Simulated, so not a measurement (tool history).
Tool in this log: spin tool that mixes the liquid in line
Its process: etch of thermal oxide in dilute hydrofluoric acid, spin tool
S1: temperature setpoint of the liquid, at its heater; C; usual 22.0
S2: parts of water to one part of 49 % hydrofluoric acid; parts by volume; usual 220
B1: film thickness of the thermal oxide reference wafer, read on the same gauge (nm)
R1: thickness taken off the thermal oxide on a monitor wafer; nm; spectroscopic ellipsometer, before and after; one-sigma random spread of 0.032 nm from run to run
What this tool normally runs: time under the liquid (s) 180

run 1 day=0.000 | S1=23.5 S2=220 time_under_the_liquid_(s)=180 | B1=59.994 | R1=3.512
run 2 day=1.667 | S1=22.0 S2=220 time_under_the_liquid_(s)=235 | B1=60.033 | R1=4.359
run 3 day=3.988 | S1=22.0 S2=220 time_under_the_liquid_(s)=180 | B1=60.036 | R1=3.403
run 4 day=5.500 | S1=22.0 S2=220 time_under_the_liquid_(s)=180 | B1=60.027 | R1=3.421
run 5 day=9.162 | S1=22.0 S2=220 time_under_the_liquid_(s)=180 | B1=59.988 | R1=3.472
run 6 day=12.254 | S1=22.0 S2=220 time_under_the_liquid_(s)=180 | B1=60.041 | R1=3.343
run 7 day=15.075 | S1=22.0 S2=220 time_under_the_liquid_(s)=180 | B1=60.030 | R1=3.485
run 8 day=18.558 | S1=22.0 S2=195 time_under_the_liquid_(s)=265 | B1=59.967 | R1=6.073
run 9 day=21.546 | S1=22.0 S2=220 time_under_the_liquid_(s)=180 | B1=59.954 | R1=3.482
-- day=23.000 thermometer replaced
run 10 day=23.179 | S1=22.0 S2=220 time_under_the_liquid_(s)=180 | B1=60.015 | R1=3.233
run 11 day=24.717 | S1=22.0 S2=220 time_under_the_liquid_(s)=180 | B1=59.978 | R1=3.265
run 12 day=26.829 | S1=22.0 S2=220 time_under_the_liquid_(s)=180 | B1=59.959 | R1=3.312
run 13 day=30.688 | S1=24.5 S2=160 time_under_the_liquid_(s)=180 | B1=60.001 | R1=5.408
run 14 day=34.967 | S1=22.0 S2=220 time_under_the_liquid_(s)=180 | B1=60.012 | R1=3.335
run 15 day=38.600 | S1=22.0 S2=220 time_under_the_liquid_(s)=180 | B1=59.960 | R1=3.383
run 16 day=40.188 | S1=22.0 S2=220 time_under_the_liquid_(s)=180 | B1=60.009 | R1=3.347
run 17 day=44.204 | S1=22.0 S2=220 time_under_the_liquid_(s)=180 | B1=59.991 | R1=3.426
run 18 day=47.067 | S1=24.5 S2=220 time_under_the_liquid_(s)=260 | B1=60.011 | R1=5.469
run 19 day=49.846 | S1=19.5 S2=260 time_under_the_liquid_(s)=245 | B1=59.958 | R1=3.462
run 20 day=54.217 | S1=22.0 S2=220 time_under_the_liquid_(s)=180 | B1=59.968 | R1=3.417
run 21 day=57.546 | S1=23.5 S2=220 time_under_the_liquid_(s)=180 | B1=59.976 | R1=3.645
-- day=57.838 gauge calibrated
run 22 day=59.383 | S1=22.0 S2=120 time_under_the_liquid_(s)=210 | B1=59.990 | R1=8.417
run 23 day=61.267 | S1=27.0 S2=255 time_under_the_liquid_(s)=110 | B1=59.976 | R1=2.129
run 24 day=65.179 | S1=22.0 S2=220 time_under_the_liquid_(s)=180 | B1=60.019 | R1=3.487
run 25 day=67.721 | S1=22.0 S2=220 time_under_the_liquid_(s)=180 | B1=59.942 | R1=3.596
-- day=69.246 hydrofluoric acid flow meter replaced
run 26 day=72.033 | S1=23.5 S2=145 time_under_the_liquid_(s)=85 | B1=60.018 | R1=2.635
run 27 day=75.292 | S1=22.0 S2=150 time_under_the_liquid_(s)=180 | B1=59.965 | R1=5.062
run 28 day=78.029 | S1=25.0 S2=220 time_under_the_liquid_(s)=180 | B1=60.038 | R1=3.632
run 29 day=80.667 | S1=22.0 S2=285 time_under_the_liquid_(s)=180 | B1=60.028 | R1=2.399
run 30 day=84.429 | S1=22.0 S2=220 time_under_the_liquid_(s)=180 | B1=60.019 | R1=3.235
run 31 day=87.529 | S1=18.5 S2=120 time_under_the_liquid_(s)=260 | B1=60.015 | R1=8.434
run 32 day=91.246 | S1=22.0 S2=220 time_under_the_liquid_(s)=90 | B1=59.979 | R1=1.672
run 33 day=93.054 | S1=20.5 S2=275 time_under_the_liquid_(s)=95 | B1=59.977 | R1=1.300
run 34 day=95.633 | S1=22.0 S2=220 time_under_the_liquid_(s)=180 | B1=59.993 | R1=3.410
run 35 day=97.238 | S1=22.0 S2=290 time_under_the_liquid_(s)=215 | B1=60.032 | R1=2.848

What if the next run were any one of these 3? Each begins from the tool's condition after run 35:
run A day=97.258 | S1=22.0 S2=220 time_under_the_liquid_(s)=180 | B1=? | R1=?
run B day=97.258 | S1=22.0 S2=180 time_under_the_liquid_(s)=120 | B1=? | R1=?
run C day=97.258 | S1=20.5 S2=135 time_under_the_liquid_(s)=150 | B1=? | R1=?

run=A B1=59.993 R1=3.379
run=B B1=59.993 R1=2.870
run=C B1=59.993 R1=4.738
With no hidden state in the tool, these same runs would have given:
run=A R1=3.052
run=B R1=2.592
run=C R1=4.273
